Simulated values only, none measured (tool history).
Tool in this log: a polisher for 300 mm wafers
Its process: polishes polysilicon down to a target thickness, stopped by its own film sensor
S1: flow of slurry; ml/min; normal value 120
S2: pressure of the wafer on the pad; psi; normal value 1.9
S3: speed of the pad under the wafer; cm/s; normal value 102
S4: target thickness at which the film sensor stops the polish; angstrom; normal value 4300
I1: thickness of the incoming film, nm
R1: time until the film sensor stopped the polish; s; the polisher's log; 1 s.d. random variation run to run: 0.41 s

{"run": 1, "hour": 0.0, "S1": 120, "S2": 1.9, "S3": 102, "S4": 4300, "I1": 741, "R1": 55.9}
{"run": 2, "hour": 10.4, "S1": 120, "S2": 1.9, "S3": 102, "S4": 4300, "I1": 726, "R1": 53.2}
{"run": 3, "hour": 22.5, "S1": 90, "S2": 1.9, "S3": 102, "S4": 4300, "I1": 738.6, "R1": 59.2}
{"run": 4, "hour": 33.2, "S1": 90, "S2": 1.9, "S3": 102, "S4": 4300, "I1": 726.4, "R1": 57.3}
{"hour": 49.6, "done": "worn pad replaced by a new one"}
{"run": 5, "hour": 72.1, "S1": 90, "S2": 1.9, "S3": 102, "S4": 4300, "I1": 721.6, "R1": 57.7}
{"run": 6, "hour": 80.1, "S1": 135, "S2": 1.9, "S3": 102, "S4": 4300, "I1": 745, "R1": 56.4}
{"run": 7, "hour": 93.4, "S1": 135, "S2": 1.9, "S3": 102, "S4": 4300, "I1": 733.9, "R1": 55.4}
{"run": 8, "hour": 101.0, "S1": 135, "S2": 1.9, "S3": 102, "S4": 4300, "I1": 731.6, "R1": 55.9}
{"run": 9, "hour": 109.9, "S1": 120, "S2": 1.9, "S3": 102, "S4": 4300, "I1": 728.3, "R1": 55.6}
{"run": 10, "hour": 123.1, "S1": 120, "S2": 1.9, "S3": 102, "S4": 4300, "I1": 740.8, "R1": 58.5}
{"hour": 135.7, "done": "worn pad replaced by a new one"}
{"hour": 135.7, "done": "slurry nozzle cleaned"}
{"run": 11, "hour": 136.2, "S1": 120, "S2": 1.9, "S3": 102, "S4": 4300, "I1": 719.6, "R1": 49.7}
{"hour": 161.8, "done": "head pressure recalibrated"}
{"run": 12, "hour": 183.1, "S1": 120, "S2": 1.9, "S3": 88, "S4": 4670, "I1": 722.6, "R1": 45.6}
{"run": 13, "hour": 194.2, "S1": 120, "S2": 1.9, "S3": 88, "S4": 4670, "I1": 733.9, "R1": 46.9}
{"run": 14, "hour": 206.8, "S1": 120, "S2": 1.9, "S3": 102, "S4": 3630, "I1": 734.1, "R1": 57.4}
{"hour": 234.9, "done": "worn pad replaced by a new one"}
{"run": 15, "hour": 256.3, "S1": 120, "S2": 1.9, "S3": 102, "S4": 5240, "I1": 726.9, "R1": 31.3}
{"run": 16, "hour": 268.0, "S1": 120, "S2": 1.9, "S3": 102, "S4": 4300, "I1": 721.3, "R1": 45.4}
{"run": 17, "hour": 285.6, "S1": 120, "S2": 1.9, "S3": 68, "S4": 5140, "I1": 742.4, "R1": 50.5}
{"run": 18, "hour": 303.2, "S1": 120, "S2": 2.2, "S3": 130, "S4": 4300, "I1": 731.7, "R1": 32.5}
{"hour": 317.2, "done": "worn pad replaced by a new one"}
{"run": 19, "hour": 317.7, "S1": 135, "S2": 1.2, "S3": 114, "S4": 5040, "I1": 726, "R1": 45.6}
{"run": 20, "hour": 331.2, "S1": 120, "S2": 2.3, "S3": 92, "S4": 5100, "I1": 733.7, "R1": 31.7}
{"run": 21, "hour": 347.6, "S1": 120, "S2": 1.9, "S3": 102, "S4": 4300, "I1": 730.8, "R1": 47.6}
{"run": 22, "hour": 358.7, "S1": 95, "S2": 1.9, "S3": 86, "S4": 4780, "I1": 733.3, "R1": 48.5}
{"run": 23, "hour": 367.2, "S1": 155, "S2": 1.9, "S3": 102, "S4": 4300, "I1": 732.8, "R1": 46}
{"hour": 393.7, "done": "worn pad replaced by a new one"}
{"run": 24, "hour": 415.3, "S1": 120, "S2": 1.9, "S3": 102, "S4": 4300, "I1": 744.5, "R1": 50.2}
{"run": 25, "hour": 427.7, "S1": 105, "S2": 2.1, "S3": 88, "S4": 5210, "I1": 715.8, "R1": 32.8}
{"run": 26, "hour": 439.1, "S1": 120, "S2": 1.7, "S3": 102, "S4": 4300, "I1": 728.4, "R1": 52.5}

Give the tool's hidden conditions for every run:
removal rate lost through wear of the pad, %: 0 in every run
H1: slurry flow missing at the pad, %
H2: deviation of the head's pressure from its setpoint, %
run=1 H1=32.3 H2=-9.62
run=2 H1=33 H2=-9.84
run=3 H1=33.8 H2=-10.1
run=4 H1=34.5 H2=-10.3
run=5 H1=37.1 H2=-11.2
run=6 H1=37.6 H2=-11.4
run=7 H1=38.5 H2=-11.7
run=8 H1=39 H2=-11.9
run=9 H1=39.6 H2=-12.1
run=10 H1=40.5 H2=-12.4
run=11 H1=1.63 H2=-12.7
run=12 H1=4.76 H2=0.0719
run=13 H1=5.5 H2=0.0655
run=14 H1=6.34 H2=0.0552
run=15 H1=9.64 H2=-0.0179
run=16 H1=10.4 H2=-0.0428
run=17 H1=11.6 H2=-0.0857
run=18 H1=12.8 H2=-0.135
run=19 H1=13.7 H2=-0.181
run=20 H1=14.6 H2=-0.227
run=21 H1=15.7 H2=-0.289
run=22 H1=16.5 H2=-0.334
run=23 H1=17 H2=-0.37
run=24 H1=20.2 H2=-0.604
run=25 H1=21.1 H2=-0.672
run=26 H1=21.8 H2=-0.738
